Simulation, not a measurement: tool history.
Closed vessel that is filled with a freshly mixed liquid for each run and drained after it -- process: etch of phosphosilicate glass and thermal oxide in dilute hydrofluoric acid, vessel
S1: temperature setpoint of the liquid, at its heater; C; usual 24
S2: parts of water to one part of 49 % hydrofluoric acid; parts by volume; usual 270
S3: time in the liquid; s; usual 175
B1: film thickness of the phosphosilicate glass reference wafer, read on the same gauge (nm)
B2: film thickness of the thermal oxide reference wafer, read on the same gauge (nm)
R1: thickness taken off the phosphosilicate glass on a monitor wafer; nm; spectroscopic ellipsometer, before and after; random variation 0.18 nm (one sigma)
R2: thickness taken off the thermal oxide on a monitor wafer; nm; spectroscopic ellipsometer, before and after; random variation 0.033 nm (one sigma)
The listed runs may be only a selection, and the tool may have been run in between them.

Run 1, day 0: usual settings; B1 40; B2 39.994. Result: R1 30.51 nm, R2 2.752 nm.
Run 2, day 1.217: usual settings; B1 39.99; B2 40.003. Result: R1 30.28 nm, R2 2.707 nm.
Run 3, day 2.475: usual settings; B1 40; B2 39.998. Result: R1 30.32 nm, R2 2.73 nm.
Run 4, day 3.6: usual settings; B1 39.99; B2 39.985. Result: R1 30.22 nm, R2 2.741 nm.
Run 5, day 4.604: usual settings; B1 40.01; B2 39.999. Result: R1 30.32 nm, R2 2.717 nm.
Run 6, day 5.992: usual settings; B1 40.01; B2 39.997. Result: R1 30.14 nm, R2 2.689 nm.
Run 7, day 6.821: usual settings; B1 40; B2 40.013. Result: R1 30.36 nm, R2 2.734 nm.
Run 8, day 8.067: usual settings; B1 40.01; B2 39.998. Result: R1 29.98 nm, R2 2.736 nm.
Run 9, day 9.279: usual settings; B1 40.02; B2 40.001. Result: R1 30.18 nm, R2 2.712 nm.
Run 10, day 10.571: usual settings; B1 39.99; B2 39.988. Result: R1 30.1 nm, R2 2.648 nm.
Run 11, day 11.55: usual settings; B1 40; B2 39.989. Result: R1 29.84 nm, R2 2.678 nm.
Run 12, day 12.225: usual settings; B1 40; B2 40.001. Result: R1 30.11 nm, R2 2.712 nm.
Run 13, day 13.621: usual settings but S1 26.5 C, S2 175 parts by volume, S3 205 s; B1 39.99; B2 39.985. Result: R1 65.32 nm, R2 5.917 nm.
At day 13.992: hydrofluoric acid flow meter replaced.
Run 14, day 14.921: usual settings but S1 28 C; B1 40; B2 40.004. Result: R1 32.76 nm, R2 2.958 nm.
Run 15, day 16.108: usual settings but S2 230 parts by volume, S3 260 s; B1 40.01; B2 39.984. Result: R1 52.01 nm, R2 4.727 nm.
Run 16, day 17.504: usual settings but S2 305 parts by volume; B1 40; B2 39.996. Result: R1 24.53 nm, R2 2.234 nm.
Run 17, day 18.292: usual settings but S1 21 C, S2 305 parts by volume, S3 245 s; B1 40; B2 39.996. Result: R1 30.68 nm, R2 2.84 nm.
At day 18.958: hydrofluoric acid flow meter replaced, repeated, since the last time left the tool worse.
At day 18.962: gauge calibrated.
Run 18, day 19.429: usual settings; B1 40.01; B2 40.011. Result: R1 31.41 nm, R2 2.79 nm.
Run 19, day 20.008: usual settings but S3 280 s; B1 40.01; B2 39.995. Result: R1 49.98 nm, R2 4.528 nm.
At day 21.117: thermometer replaced.
Run 20, day 21.138: usual settings; B1 40; B2 39.983. Result: R1 31.44 nm, R2 2.847 nm.
Run 21, day 22.571: usual settings; B1 40.02; B2 40.015. Result: R1 31.4 nm, R2 2.817 nm.
Run 22, day 23.846: usual settings but S1 29 C, S2 185 parts by volume, S3 205 s; B1 40.01; B2 40.008. Result: R1 69.42 nm, R2 6.231 nm.
Run 23, day 25.217: usual settings but S2 380 parts by volume; B1 40.01; B2 40.002. Result: R1 20.1 nm, R2 1.793 nm.
Run 24, day 28.058: usual settings but S1 27 C, S2 205 parts by volume, S3 275 s; B1 40; B2 39.995. Result: R1 76.3 nm, R2 6.778 nm.
Run 25, day 28.896: usual settings but S1 29 C, S2 330 parts by volume; B1 40; B2 40.004. Result: R1 28.13 nm, R2 2.6 nm.
Run 26, day 29.708: usual settings but S2 400 parts by volume; B1 40; B2 40.009. Result: R1 18.5 nm, R2 1.646 nm.

3 options for the next run, each taken on its own from the tool as it stands now. Forecast them:
Run A, day 29.738: usual settings; B1 ?; B2 ?. Result: R1 ?, R2 ?.
Run B, day 29.738: usual settings but S3 110 s; B1 ?; B2 ?. Result: R1 ?, R2 ?.
Run C, day 29.738: usual settings but S1 27.5 C, S2 400 parts by volume; B1 ?; B2 ?. Result: R1 ?, R2 ?.

run     B1      B2     R1     R2
  A  40.01  40.009  31.19  2.768
  B  40.01  40.009  19.61   1.74
  C  40.01  40.009  20.79  1.845
With the hidden condition removed and each run's random variation left untouched, the same runs would have given:
run     R1     R2
  A  31.87  2.828
  B  20.03  1.777
  C  21.28  1.889

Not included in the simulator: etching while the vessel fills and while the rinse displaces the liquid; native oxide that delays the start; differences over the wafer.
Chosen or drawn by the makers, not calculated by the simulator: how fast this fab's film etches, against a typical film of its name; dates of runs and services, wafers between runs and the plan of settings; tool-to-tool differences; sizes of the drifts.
